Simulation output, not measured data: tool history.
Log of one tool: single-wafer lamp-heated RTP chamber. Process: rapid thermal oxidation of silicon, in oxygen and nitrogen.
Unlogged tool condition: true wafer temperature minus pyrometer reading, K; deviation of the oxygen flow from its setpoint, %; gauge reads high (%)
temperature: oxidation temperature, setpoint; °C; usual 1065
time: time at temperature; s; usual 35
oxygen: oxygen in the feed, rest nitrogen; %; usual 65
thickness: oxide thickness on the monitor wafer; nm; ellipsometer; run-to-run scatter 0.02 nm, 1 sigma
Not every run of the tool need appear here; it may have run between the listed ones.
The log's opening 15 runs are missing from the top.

run    hour  temperature  time  oxygen  wafers since the last listed run  wafers since the last pyrometer calibration  hours since the oxygen flow controller was replaced  hours since the gauge calibration  read-back reference wafer on the same gauge, thickness  thickness
 16   948.2         1065    35      65                               537                                         2642                                                480.9                                373                                                   6.789      5.744
 17  1009.3         1065    35      65                               350                                         2993                                                  542                              434.1                                                   6.791      5.756
 18  1107.4         1065    35      65                               563                                         3556                                                640.1                              532.2                                                   6.775      5.742
 19  1184.5         1090    50      86                               442                                         3999                                                717.2                              609.3                                                    6.77       8.77
 20  1261.9         1074    44      65                               444                                         4443                                                794.6                              686.7                                                    6.78      6.745
 21  1301.4         1065    35      47                               226                                         4670                                                834.1                              726.2                                                   6.784      5.149
 22  1355.4         1065    41      35                               310                                         4981                                                888.1                              780.2                                                   6.769      4.957
 23    1422         1065    35      65                               382                                         5363                                                954.7                              846.8                                                   6.789      5.743
 24  1525.3         1055    44      42                               593                                         5956                                                 1058                              950.1                                                   6.772      5.122
     1539.5  -- pyrometer window cleaned and pyrometer calibrated
 25  1619.2         1094    23      65                               493                                          457                                               1151.9                               1044                                                   6.773      5.805
 26    1660         1065    46      65                               234                                          692                                               1192.7                             1084.8                                                    6.77      6.478
 27  1728.1         1065    35      75                               391                                         1083                                               1260.8                             1152.9                                                   6.775      6.061
 28  1793.6         1043    51      41                               376                                         1459                                               1326.3                             1218.4                                                   6.779       4.97
 29    1853         1065    35      75                               341                                         1800                                               1385.7                             1277.8                                                   6.775      6.056
 30  1930.9         1065    35      65                               447                                         2248                                               1463.6                             1355.7                                                   6.785      5.768
 31    2006         1053    24      48                               431                                         2679                                               1538.7                             1430.8                                                   6.785      4.097
 32  2069.4         1065    35      65                               364                                         3043                                               1602.1                             1494.2                                                   6.782      5.746
 33  2169.6         1065    35      39                               575                                         3619                                               1702.3                             1594.4                                                   6.775      4.818
 34    2229         1065    35      91                               341                                         3960                                               1761.7                             1653.8                                                   6.774      6.487
 35  2300.3         1042    43      77                               409                                         4370                                                 1833                             1725.1                                                   6.791        5.7
 36  2345.6         1065    49      65                               260                                         4630                                               1878.3                             1770.4                                                   6.772      6.651
 37  2390.2         1065    30      65                               256                                         4886                                               1922.9                               1815                                                   6.773      5.361
     2470.5  -- pyrometer window cleaned and pyrometer calibrated
 38  2493.2         1065    35      65                               545                                          130                                               2025.9                               1918                                                   6.779      5.721
 39  2585.4         1065    48      65                               529                                          660                                               2118.1                             2010.2                                                   6.773      6.602

What if the next run were any one of these 3? Each begins from the tool's condition after run 39:
  A  2585.9         1065    35      86                                 2                                          663                                               2118.6                             2010.7                                                       ?          ?
  B  2585.9         1037    51      52                                 2                                          663                                               2118.6                             2010.7                                                       ?          ?
  C  2585.9         1042    35      65                                 2                                          663                                               2118.6                             2010.7                                                       ?          ?

run  read-back reference wafer on the same gauge, thickness  thickness
  A                                                   6.789      6.361
  B                                                   6.789      5.192
  C                                                   6.789      4.938
Stripped of hidden state, with their random variation kept, the same runs would have yielded:
run  thickness
  A      6.361
  B      5.192
  C      4.938
